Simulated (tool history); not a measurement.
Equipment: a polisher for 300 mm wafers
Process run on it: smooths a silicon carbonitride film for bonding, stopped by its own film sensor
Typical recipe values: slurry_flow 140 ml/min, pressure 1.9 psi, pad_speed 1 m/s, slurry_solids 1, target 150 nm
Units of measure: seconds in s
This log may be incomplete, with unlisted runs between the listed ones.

run,day,slurry_flow,pressure,pad_speed,slurry_solids,target,"incoming thickness of the incoming film, nm",seconds
1,0,140,1.9,1,1,150,168.1,94.8
# day 1.175: slurry blender recalibrated
2,2.088,140,1.9,1,1,150,170.3,109.2
3,3.325,140,1.9,1.26,1,150,173.3,103.3
4,5.221,140,1.9,1,1,150,169.4,97.7
# day 5.688: worn pad replaced by a new one
5,7.508,140,1.9,1,1,150,173.7,123.3
6,8.746,140,1.9,1,1,150,170.9,107.2
7,11.421,125,1.9,1,1,150,168.3,100.5
# day 12.062: head pressure recalibrated
# day 12.088: slurry nozzle cleaned
8,14.388,140,1.9,1,0.8,150,172.7,145.6
# day 15.988: slurry blender recalibrated
9,17.279,140,1.9,1,1.1,150,170.8,112.3
10,18.408,140,1.9,1,1.1,150,173,124.7
11,19.55,140,2.2,1.22,1.1,148,169.5,88.3
12,22.233,140,1.9,1.14,1,150,171.4,106.3
# day 22.512: head pressure recalibrated, repeated, since the last time left the tool worse
# day 23.038: worn pad replaced by a new one
13,23.433,100,1.2,0.68,1,153,170.5,171.6
14,26.029,140,1.6,1,1,150,169.3,107.4
15,28.158,175,1.9,1,1,144,167.7,115.7
16,29.692,140,1.9,1.36,1,148,168.1,81.6
17,31.45,140,1.9,1,1,150,171.5,113.6
18,33.967,175,1.9,1,0.85,155,169.9,83.7
# day 34.279: slurry blender recalibrated
19,36.775,140,1.9,1,1,150,172.2,115.3
20,38.975,140,1.5,1,1,146,169.8,145.2
# day 40.804: worn pad replaced by a new one
21,42.871,140,1.9,1,1,150,169.9,103.9
# day 44.596: head pressure recalibrated
22,44.638,140,1.9,1,1.2,150,171.2,96.6
# day 46.4: slurry nozzle cleaned
23,47.579,140,1.9,1.3,1,150,172.1,90.9
# day 48.517: slurry blender recalibrated
24,50.029,140,1.9,1.16,0.85,147,170.2,119.7
25,52.025,140,1.9,1,1,150,173.1,119.8
26,54.404,140,1.9,1,0.85,150,171.7,129.7
27,55.438,140,1.9,0.66,1,150,171.6,158.7
# day 56.779: worn pad replaced by a new one
28,57.617,140,2.6,1,1,155,170.2,63.1
29,60.208,140,1.3,1.26,0.9,150,167.1,99.6
30,62.267,140,1.9,1.34,1,152,167.7,66.4

Below are 4 alternative next runs, each starting from the tool's condition after run 30. Predict each:
A,62.283,140,1.9,1,1,150,169.3,?
B,62.283,160,1.3,1,1,150,169.3,?
C,62.283,140,1.5,1,0.75,150,169.3,?
D,62.283,185,2.6,1,1.2,144,169.3,?

run,seconds
A,103.5
B,126
C,150.8
D,94.1
With no hidden state in the tool, these same runs would have given:
run,seconds
A,99.6
B,121.2
C,145
D,90.5

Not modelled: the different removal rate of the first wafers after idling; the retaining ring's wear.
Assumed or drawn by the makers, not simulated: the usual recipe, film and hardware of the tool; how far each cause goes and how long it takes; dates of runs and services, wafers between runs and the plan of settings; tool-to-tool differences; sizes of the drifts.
